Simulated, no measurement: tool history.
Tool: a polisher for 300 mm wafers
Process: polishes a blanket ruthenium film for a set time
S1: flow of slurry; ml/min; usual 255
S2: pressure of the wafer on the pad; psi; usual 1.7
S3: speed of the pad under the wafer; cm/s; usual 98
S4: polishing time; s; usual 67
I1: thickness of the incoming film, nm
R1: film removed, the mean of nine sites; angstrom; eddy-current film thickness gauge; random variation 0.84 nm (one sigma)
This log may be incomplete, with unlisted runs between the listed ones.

run    hour   S1   S2   S3  S4     I1   R1
  1       0  255  1.7   98  67  537.3  490
  2      51  255  1.7   98  67  530.3  478
  3     153  255  1.7   98  67  538.1  494
  4   193.7  255  1.7   98  67  541.9  483
      200.8  -- slurry nozzle cleaned
      204.1  -- worn pad replaced by a new one
  5   233.7  255  1.7   98  67  543.1  516
  6   283.6  255  1.7   98  67  545.5  526
  7   348.1  255  1.7   98  67  544.4  495
  8   384.5  195  1.7   98  50  546.7  350
  9   446.4  255  1.7   98  67  533.4  482
 10     530  255  1.4   98  67  541.8  404
 11   569.9  255  1.4   98  67  544.1  400
      600.4  -- head pressure recalibrated
 12   631.5  255  1.4   98  67  537.6  421
 13   736.2  295  1.7   98  67  540.5  503
      740.1  -- slurry nozzle cleaned
      795.5  -- worn pad replaced by a new one
 14   811.5  255  1.7  106  67  550.3  596
 15  1094.7  255  1.7  106  67    537  532
 16  1150.7  255  1.7   98  67  539.8  493
 17  1190.2  255  1.7  114  59  541.2  476
 18  1228.8  200  1.9   98  79  543.5  600
 19  1321.2  255  1.7   98  67  532.5  476
     1323.8  -- slurry nozzle cleaned
     1407.8  -- worn pad replaced by a new one
 20  1416.7  205  1.3  110  82  537.7  562
     1462.2  -- head pressure recalibrated
 21    1522  255  1.7   98  67  541.5  542
 22  1586.3  255  1.7  106  67  541.1  563
 23    1628  255  1.7   98  67  534.4  516
 24  1720.3  230  1.7  120  67  537.6  591
 25  1785.9  255  1.7   98  67  535.1  500
 26    1883  255  2.3   98  49  539.8  481
     1901.5  -- slurry nozzle cleaned
 27  1973.7  220  2.3   98  79  535.7  737
 28  2063.1  255  1.7   98  67  541.4  468
     2075.2  -- worn pad replaced by a new one
 29  2130.9  190  1.7   72  67    536  412
 30  2178.7  280  2.1   98  77  549.3  701
 31    2220  305  1.7  108  67  549.7  570
 32  2317.7  255  1.7   98  67  541.1  478
     2342.6  -- head pressure recalibrated
 33  2410.8  205  1.3  110  82  541.4  538
     2429.1  -- slurry nozzle cleaned
 34  2489.3  195  1.9   70  85  539.1  518
 35  2577.3  335  1.9   98  67  532.3  548
 36  2640.1  255  1.2   98  67  534.8  365
 37  2677.5  255    2   98  67  539.5  575

Below are 4 alternative next runs, each starting from the tool's condition after run 37. Predict each:
  A  2677.9  255  1.7  112  67  545.8   ?
  B  2677.9  170  1.7  124  67  545.8   ?
  C  2677.9  290  1.3   98  67  545.8   ?
  D  2677.9  280  1.7   98  78  545.8   ?

run   R1
  A  533
  B  545
  C  390
  D  564
Without the tool's hidden state the same runs would have given:
run   R1
  A  615
  B  629
  C  450
  D  651
